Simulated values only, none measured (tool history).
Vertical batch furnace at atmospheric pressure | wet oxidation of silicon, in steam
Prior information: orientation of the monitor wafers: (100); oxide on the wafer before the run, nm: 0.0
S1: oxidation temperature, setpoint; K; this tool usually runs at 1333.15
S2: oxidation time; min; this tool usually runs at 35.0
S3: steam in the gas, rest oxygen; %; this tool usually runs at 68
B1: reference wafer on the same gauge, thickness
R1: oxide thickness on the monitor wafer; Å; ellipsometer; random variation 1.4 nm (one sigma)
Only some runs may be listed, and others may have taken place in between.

run 1 hour=0.0 | S1=1333.15 S2=35.0 S3=68 | B1=331.32 | R1=3132.5
run 2 hour=71.4 | S1=1333.15 S2=35.0 S3=68 | B1=332.21 | R1=3139.1
run 3 hour=135.4 | S1=1342.15 S2=35.0 S3=68 | B1=332.44 | R1=3299.3
run 4 hour=191.1 | S1=1342.15 S2=35.0 S3=68 | B1=332.19 | R1=3294.2
run 5 hour=230.3 | S1=1333.15 S2=35.0 S3=68 | B1=331.78 | R1=3116.4
run 6 hour=296.0 | S1=1333.15 S2=35.0 S3=68 | B1=332.03 | R1=3142.8
run 7 hour=351.0 | S1=1333.15 S2=35.0 S3=68 | B1=332.03 | R1=3140.6
run 8 hour=426.9 | S1=1333.15 S2=35.0 S3=68 | B1=332.38 | R1=3104.6
run 9 hour=481.3 | S1=1333.15 S2=35.0 S3=68 | B1=331.69 | R1=3116.4
run 10 hour=536.6 | S1=1333.15 S2=35.0 S3=68 | B1=332.09 | R1=3129.2
run 11 hour=579.5 | S1=1333.15 S2=35.0 S3=68 | B1=331.59 | R1=3115.4
-- hour=617.3 gauge calibrated
run 12 hour=631.1 | S1=1338.15 S2=35.0 S3=68 | B1=331.89 | R1=3212.9
run 13 hour=736.9 | S1=1333.15 S2=35.0 S3=68 | B1=332.48 | R1=3118.4
run 14 hour=791.4 | S1=1333.15 S2=35.0 S3=68 | B1=331.87 | R1=3147.5
-- hour=854.0 thermocouples replaced and temperature profile calibrated
run 15 hour=854.5 | S1=1333.15 S2=35.0 S3=68 | B1=332.25 | R1=3117.7
run 16 hour=906.2 | S1=1333.15 S2=35.0 S3=62 | B1=331.64 | R1=2920.6
run 17 hour=1003.0 | S1=1333.15 S2=47.0 S3=68 | B1=331.97 | R1=3754.6
run 18 hour=1062.7 | S1=1352.15 S2=39.5 S3=68 | B1=331.88 | R1=3748.4
run 19 hour=1141.3 | S1=1333.15 S2=20.5 S3=68 | B1=331.36 | R1=2190.2
run 20 hour=1217.1 | S1=1333.15 S2=40.5 S3=72 | B1=332.40 | R1=3574.4
run 21 hour=1303.0 | S1=1333.15 S2=40.5 S3=72 | B1=332.32 | R1=3553.2
run 22 hour=1360.3 | S1=1356.15 S2=21.0 S3=74 | B1=331.71 | R1=2746.3
run 23 hour=1455.8 | S1=1318.15 S2=51.5 S3=74 | B1=332.40 | R1=3847.0
run 24 hour=1514.4 | S1=1333.15 S2=35.0 S3=68 | B1=332.39 | R1=3134.6
-- hour=1586.3 steam generator serviced
run 25 hour=1586.8 | S1=1325.15 S2=42.5 S3=77 | B1=331.86 | R1=3642.8
run 26 hour=1663.9 | S1=1333.15 S2=20.5 S3=72 | B1=331.24 | R1=2283.3
run 27 hour=1728.7 | S1=1333.15 S2=35.0 S3=68 | B1=331.57 | R1=3126.2
run 28 hour=1846.8 | S1=1352.15 S2=35.0 S3=59 | B1=331.64 | R1=3193.4
run 29 hour=1906.3 | S1=1333.15 S2=23.5 S3=68 | B1=331.87 | R1=2406.1
run 30 hour=1943.5 | S1=1316.15 S2=35.0 S3=68 | B1=331.97 | R1=2815.9
run 31 hour=2036.8 | S1=1308.15 S2=49.5 S3=63 | B1=332.28 | R1=3182.2

Branching from run 31: 5 alternative next runs. What would each branch give?
run A hour=2041.0 | S1=1333.15 S2=35.0 S3=64 | B1=? | R1=?
run B hour=2041.0 | S1=1309.15 S2=51.0 S3=62 | B1=? | R1=?
run C hour=2041.0 | S1=1333.15 S2=17.5 S3=79 | B1=? | R1=?
run D hour=2041.0 | S1=1325.15 S2=49.0 S3=68 | B1=? | R1=?
run E hour=2041.0 | S1=1343.15 S2=27.0 S3=68 | B1=? | R1=?

run=A B1=331.97 R1=3014.7
run=B B1=331.97 R1=3240.7
run=C B1=331.97 R1=2189.3
run=D B1=331.97 R1=3702.2
run=E B1=331.97 R1=2822.4
Had the tool no hidden state, the same runs would have come out as:
run=A R1=3014.7
run=B R1=3240.7
run=C R1=2189.3
run=D R1=3702.2
run=E R1=2822.4
